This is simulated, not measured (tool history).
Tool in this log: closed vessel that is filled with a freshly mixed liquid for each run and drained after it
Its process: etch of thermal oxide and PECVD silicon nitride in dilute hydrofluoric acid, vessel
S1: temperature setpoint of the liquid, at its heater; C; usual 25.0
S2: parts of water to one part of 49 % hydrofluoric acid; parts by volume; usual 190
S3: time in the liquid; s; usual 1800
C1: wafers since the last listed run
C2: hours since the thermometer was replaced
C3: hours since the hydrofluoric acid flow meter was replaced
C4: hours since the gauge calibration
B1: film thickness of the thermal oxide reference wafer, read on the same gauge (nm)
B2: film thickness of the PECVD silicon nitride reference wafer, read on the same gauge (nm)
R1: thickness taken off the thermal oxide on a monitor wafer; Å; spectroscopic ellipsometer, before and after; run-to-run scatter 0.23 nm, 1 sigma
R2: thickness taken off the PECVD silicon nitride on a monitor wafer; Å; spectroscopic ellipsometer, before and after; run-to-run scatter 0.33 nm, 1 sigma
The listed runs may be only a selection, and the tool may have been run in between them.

{"run": 1, "hour": 0.0, "S1": 25.0, "S2": 190, "S3": 1800, "C1": 0, "C2": 1718.6, "C3": 2127.0, "C4": 338.7, "B1": 130.01, "B2": 80.0, "R1": 405.8, "R2": 375.9}
{"run": 2, "hour": 16.8, "S1": 25.0, "S2": 190, "S3": 1800, "C1": 542, "C2": 1735.4, "C3": 2143.8, "C4": 355.5, "B1": 129.98, "B2": 80.0, "R1": 404.1, "R2": 373.5}
{"run": 3, "hour": 38.2, "S1": 25.0, "S2": 190, "S3": 1800, "C1": 691, "C2": 1756.8, "C3": 2165.2, "C4": 376.9, "B1": 129.98, "B2": 79.99, "R1": 402.4, "R2": 374.1}
{"run": 4, "hour": 63.0, "S1": 25.0, "S2": 190, "S3": 1165, "C1": 801, "C2": 1781.6, "C3": 2190.0, "C4": 401.7, "B1": 129.98, "B2": 80.02, "R1": 261.9, "R2": 241.5}
{"run": 5, "hour": 83.9, "S1": 25.0, "S2": 190, "S3": 1800, "C1": 675, "C2": 1802.5, "C3": 2210.9, "C4": 422.6, "B1": 129.98, "B2": 80.04, "R1": 400.0, "R2": 369.6}
{"run": 6, "hour": 118.3, "S1": 25.0, "S2": 190, "S3": 1800, "C1": 1111, "C2": 1836.9, "C3": 2245.3, "C4": 457.0, "B1": 129.99, "B2": 79.99, "R1": 399.4, "R2": 374.1}
{"hour": 135.4, "done": "gauge calibrated"}
{"run": 7, "hour": 142.7, "S1": 25.0, "S2": 190, "S3": 1800, "C1": 788, "C2": 1861.3, "C3": 2269.7, "C4": 7.3, "B1": 130.03, "B2": 79.97, "R1": 396.8, "R2": 372.0}
{"run": 8, "hour": 176.9, "S1": 25.0, "S2": 190, "S3": 1800, "C1": 1104, "C2": 1895.5, "C3": 2303.9, "C4": 41.5, "B1": 129.97, "B2": 79.97, "R1": 401.1, "R2": 368.7}
{"run": 9, "hour": 198.3, "S1": 25.0, "S2": 190, "S3": 2340, "C1": 691, "C2": 1916.9, "C3": 2325.3, "C4": 62.9, "B1": 130.01, "B2": 80.02, "R1": 523.0, "R2": 476.3}
{"run": 10, "hour": 221.5, "S1": 25.0, "S2": 190, "S3": 1800, "C1": 749, "C2": 1940.1, "C3": 2348.5, "C4": 86.1, "B1": 129.97, "B2": 80.05, "R1": 401.4, "R2": 371.3}
{"run": 11, "hour": 245.7, "S1": 24.0, "S2": 190, "S3": 1800, "C1": 781, "C2": 1964.3, "C3": 2372.7, "C4": 110.3, "B1": 130.0, "B2": 79.99, "R1": 385.8, "R2": 351.7}
{"hour": 250.9, "done": "hydrofluoric acid flow meter replaced"}
{"run": 12, "hour": 263.2, "S1": 23.5, "S2": 190, "S3": 1800, "C1": 532, "C2": 1981.8, "C3": 12.3, "C4": 127.8, "B1": 130.0, "B2": 79.98, "R1": 377.9, "R2": 332.5}
{"run": 13, "hour": 283.0, "S1": 25.0, "S2": 265, "S3": 1800, "C1": 639, "C2": 2001.6, "C3": 32.1, "C4": 147.6, "B1": 130.0, "B2": 80.02, "R1": 264.9, "R2": 266.0}
{"run": 14, "hour": 310.0, "S1": 27.0, "S2": 190, "S3": 1240, "C1": 872, "C2": 2028.6, "C3": 59.1, "C4": 174.6, "B1": 130.0, "B2": 79.99, "R1": 299.2, "R2": 289.6}
{"run": 15, "hour": 339.2, "S1": 25.0, "S2": 190, "S3": 985, "C1": 943, "C2": 2057.8, "C3": 88.3, "C4": 203.8, "B1": 130.0, "B2": 79.98, "R1": 219.2, "R2": 199.7}
{"run": 16, "hour": 363.4, "S1": 22.5, "S2": 285, "S3": 2140, "C1": 781, "C2": 2082.0, "C3": 112.5, "C4": 228.0, "B1": 129.99, "B2": 80.02, "R1": 264.8, "R2": 247.0}
{"run": 17, "hour": 391.3, "S1": 25.0, "S2": 190, "S3": 1800, "C1": 901, "C2": 2109.9, "C3": 140.4, "C4": 255.9, "B1": 130.0, "B2": 80.02, "R1": 399.1, "R2": 366.6}
{"hour": 395.6, "done": "thermometer replaced"}
{"run": 18, "hour": 427.1, "S1": 25.0, "S2": 190, "S3": 1215, "C1": 1123, "C2": 31.5, "C3": 176.2, "C4": 291.7, "B1": 130.02, "B2": 79.98, "R1": 292.6, "R2": 280.7}
{"run": 19, "hour": 460.7, "S1": 22.5, "S2": 225, "S3": 1800, "C1": 1085, "C2": 65.1, "C3": 209.8, "C4": 325.3, "B1": 129.98, "B2": 79.99, "R1": 322.7, "R2": 299.6}
{"run": 20, "hour": 477.1, "S1": 25.0, "S2": 190, "S3": 2720, "C1": 529, "C2": 81.5, "C3": 226.2, "C4": 341.7, "B1": 130.01, "B2": 79.97, "R1": 648.3, "R2": 631.4}
{"run": 21, "hour": 492.0, "S1": 28.0, "S2": 225, "S3": 2125, "C1": 481, "C2": 96.4, "C3": 241.1, "C4": 356.6, "B1": 130.02, "B2": 80.01, "R1": 460.3, "R2": 493.4}
{"run": 22, "hour": 514.0, "S1": 29.0, "S2": 280, "S3": 2875, "C1": 710, "C2": 118.4, "C3": 263.1, "C4": 378.6, "B1": 130.01, "B2": 80.01, "R1": 484.7, "R2": 569.6}
{"run": 23, "hour": 536.2, "S1": 22.5, "S2": 130, "S3": 1800, "C1": 717, "C2": 140.6, "C3": 285.3, "C4": 400.8, "B1": 130.03, "B2": 79.99, "R1": 608.3, "R2": 518.8}
{"run": 24, "hour": 568.2, "S1": 21.0, "S2": 105, "S3": 2655, "C1": 1033, "C2": 172.6, "C3": 317.3, "C4": 432.8, "B1": 130.01, "B2": 80.04, "R1": 1072.5, "R2": 841.7}

Alternative continuations, all from the tool just after run 24; predict every row:
{"run": "A", "hour": 569.3, "S1": 25.0, "S2": 190, "S3": 1800, "C1": 35, "C2": 173.7, "C3": 318.4, "C4": 433.9, "B1": "?", "B2": "?", "R1": "?", "R2": "?"}
{"run": "B", "hour": 569.3, "S1": 27.5, "S2": 255, "S3": 2735, "C1": 35, "C2": 173.7, "C3": 318.4, "C4": 433.9, "B1": "?", "B2": "?", "R1": "?", "R2": "?"}
{"run": "C", "hour": 569.3, "S1": 20.5, "S2": 265, "S3": 2375, "C1": 35, "C2": 173.7, "C3": 318.4, "C4": 433.9, "B1": "?", "B2": "?", "R1": "?", "R2": "?"}
{"run": "D", "hour": 569.3, "S1": 21.5, "S2": 190, "S3": 1800, "C1": 35, "C2": 173.7, "C3": 318.4, "C4": 433.9, "B1": "?", "B2": "?", "R1": "?", "R2": "?"}
{"run": "E", "hour": 569.3, "S1": 22.5, "S2": 275, "S3": 1800, "C1": 35, "C2": 173.7, "C3": 318.4, "C4": 433.9, "B1": "?", "B2": "?", "R1": "?", "R2": "?"}

run=A B1=129.99 B2=80.02 R1=429.0 R2=411.3
run=B B1=129.99 B2=80.02 R1=494.5 R2=543.1
run=C B1=129.99 B2=80.02 R1=318.6 R2=294.0
run=D B1=129.99 B2=80.02 R1=376.1 R2=328.7
run=E B1=129.99 B2=80.02 R1=248.0 R2=244.0
Take away the tool's hidden state, keep each run's random variation, and the runs would have read:
run=A R1=433.6 R2=418.9
run=B R1=499.4 R2=552.6
run=C R1=322.0 R2=299.6
run=D R1=380.3 R2=334.9
run=E R1=250.6 R2=248.5
